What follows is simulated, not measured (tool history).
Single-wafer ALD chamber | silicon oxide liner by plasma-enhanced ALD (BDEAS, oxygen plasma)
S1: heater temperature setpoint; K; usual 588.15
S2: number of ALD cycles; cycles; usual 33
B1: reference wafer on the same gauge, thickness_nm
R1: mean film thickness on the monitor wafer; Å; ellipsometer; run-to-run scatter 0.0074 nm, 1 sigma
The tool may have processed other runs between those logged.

Run 1, hour 0.0: usual settings; B1 3.181. Result: R1 29.60 Å.
Run 2, hour 100.2: usual settings; B1 3.179. Result: R1 29.60 Å.
Run 3, hour 125.1: usual settings but S1 595.15 K; B1 3.180. Result: R1 29.11 Å.
Run 4, hour 148.4: usual settings but S1 595.15 K; B1 3.180. Result: R1 29.27 Å.
Run 5, hour 171.9: usual settings but S1 594.15 K, S2 31 cycles; B1 3.180. Result: R1 27.46 Å.
Run 6, hour 204.7: usual settings but S1 594.15 K, S2 31 cycles; B1 3.178. Result: R1 27.55 Å.
At hour 209.6: gauge calibrated.
Run 7, hour 236.4: usual settings; B1 3.179. Result: R1 29.48 Å.
Run 8, hour 265.7: usual settings; B1 3.180. Result: R1 29.45 Å.
Run 9, hour 286.3: usual settings; B1 3.179. Result: R1 29.45 Å.
Run 10, hour 309.9: usual settings but S2 29 cycles; B1 3.182. Result: R1 25.98 Å.
Run 11, hour 325.0: usual settings but S2 38 cycles; B1 3.181. Result: R1 34.21 Å.
Run 12, hour 337.2: usual settings but S1 583.15 K, S2 30 cycles; B1 3.179. Result: R1 27.13 Å.
At hour 351.4: thermocouple changed; heater temperature recalibrated.
Run 13, hour 365.1: usual settings but S1 578.15 K, S2 31 cycles; B1 3.181. Result: R1 28.17 Å.
Run 14, hour 399.1: usual settings but S1 593.15 K, S2 36 cycles; B1 3.181. Result: R1 32.02 Å.
Run 15, hour 421.0: usual settings but S2 28 cycles; B1 3.181. Result: R1 25.10 Å.
Run 16, hour 447.1: usual settings but S1 573.15 K, S2 35 cycles; B1 3.180. Result: R1 32.35 Å.
Run 17, hour 480.9: usual settings but S2 28 cycles; B1 3.178. Result: R1 25.11 Å.
Run 18, hour 502.3: usual settings; B1 3.179. Result: R1 29.56 Å.
Run 19, hour 517.2: usual settings; B1 3.180. Result: R1 29.63 Å.

What if the next run were any one of these 3? Each begins from the tool's condition after run 19:
Run A, hour 517.6: usual settings; B1 ?. Result: R1 ?.
Run B, hour 517.6: usual settings but S1 602.15 K; B1 ?. Result: R1 ?.
Run C, hour 517.6: usual settings but S1 601.15 K, S2 29 cycles; B1 ?. Result: R1 ?.

run     B1     R1
  A  3.180  29.69
  B  3.180  29.02
  C  3.180  25.54
With no hidden state in the tool, these same runs would have given:
run     R1
  A  29.69
  B  29.02
  C  25.54
